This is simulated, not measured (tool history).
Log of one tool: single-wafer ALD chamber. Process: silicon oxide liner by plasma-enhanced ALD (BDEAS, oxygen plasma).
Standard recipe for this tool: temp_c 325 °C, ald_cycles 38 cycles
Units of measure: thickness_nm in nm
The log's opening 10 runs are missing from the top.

run	hour	temp_c	ald_cycles	wafers since the last listed run	hours since the last thermocouple change	hours since the gauge calibration	read-back reference wafer on the same gauge, thickness_nm	thickness_nm
11	313.9	332	38	577	907.4	214.7	3.554	3.718
12	340.9	332	38	182	934.4	241.7	3.550	3.716
13	365.3	332	38	164	958.8	266.1	3.547	3.747
14	394.0	325	38	193	987.5	294.8	3.548	3.782
15	417.5	325	38	158	1011.0	318.3	3.554	3.777
16	432.6	325	38	101	1026.1	333.4	3.547	3.794
17	451.4	325	38	126	1044.9	352.2	3.556	3.754
18	543.9	325	38	624	1137.4	444.7	3.551	3.785
19	571.7	325	38	187	1165.2	472.5	3.548	3.780
# hour 613.5: thermocouple changed; heater temperature recalibrated
20	614.0	325	38	231	0.5	514.8	3.544	3.793
21	629.1	325	38	101	15.6	529.9	3.550	3.770
22	659.0	322	38	201	45.5	559.8	3.552	3.765

What does the tool deliver on the next run?
23	686.9	325	32	188	73.4	587.7	?	?

read-back reference wafer on the same gauge, thickness_nm: 3.548
thickness_nm: 3.184 nm
On a tool with no hidden condition, and with the same random variation, this run would have come out at thickness_nm 3.184 nm.
